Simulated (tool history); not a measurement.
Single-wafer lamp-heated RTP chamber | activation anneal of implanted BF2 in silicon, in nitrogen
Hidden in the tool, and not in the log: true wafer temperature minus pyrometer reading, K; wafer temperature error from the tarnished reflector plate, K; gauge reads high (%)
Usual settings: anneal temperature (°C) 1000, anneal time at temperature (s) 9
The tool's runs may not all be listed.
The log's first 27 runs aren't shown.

run,day,anneal temperature (°C),anneal time at temperature (s),wafers since the last listed run,wafers since the last pyrometer calibration,wafers since the reflector plate was cleaned,hours since the gauge calibration,"read-back reference wafer on the same gauge, sheet resistance",sheet resistance of the implanted and annealed layer (ohm/square)
28,28.362,1014,5,515,2661,6212,979.9,288.95,256.92
# day 28.404: gauge calibrated
# day 28.883: reflector plate cleaned
29,30.408,1008,14,590,3252,525,48.1,299.57,261
30,31.296,1000,9,306,3558,831,69.4,299.63,266.73
31,33.888,1017,11,893,4451,1724,131.6,298.83,257.8
32,34.712,984,12,284,4736,2009,151.4,298.47,275.16
33,35.821,984,5,382,5118,2391,178,297.79,284.64
34,37.296,1000,6,508,5626,2900,213.4,298.01,271.96
35,38.771,982,9,508,6135,3408,248.8,297.38,279.73
36,39.529,976,11,261,6396,3670,267,297.1,282.34

5 ways to go on from here, each from the tool as it stands after run 36. What would each give?
A,39.546,985,9,5,6402,3675,267.4,?,?
B,39.546,1016,4,5,6402,3675,267.4,?,?
C,39.546,1014,13,5,6402,3675,267.4,?,?
D,39.546,1000,12,5,6402,3675,267.4,?,?
E,39.546,992,9,5,6402,3675,267.4,?,?

run,"read-back reference wafer on the same gauge, sheet resistance",sheet resistance of the implanted and annealed layer (ohm/square)
A,297.09,276.47
B,297.09,264.86
C,297.09,257.56
D,297.09,263.6
E,297.09,270.95
Without the tool's hidden state the same runs would have given:
run,sheet resistance of the implanted and annealed layer (ohm/square)
A,280.21
B,268.45
C,261.05
D,267.17
E,274.62
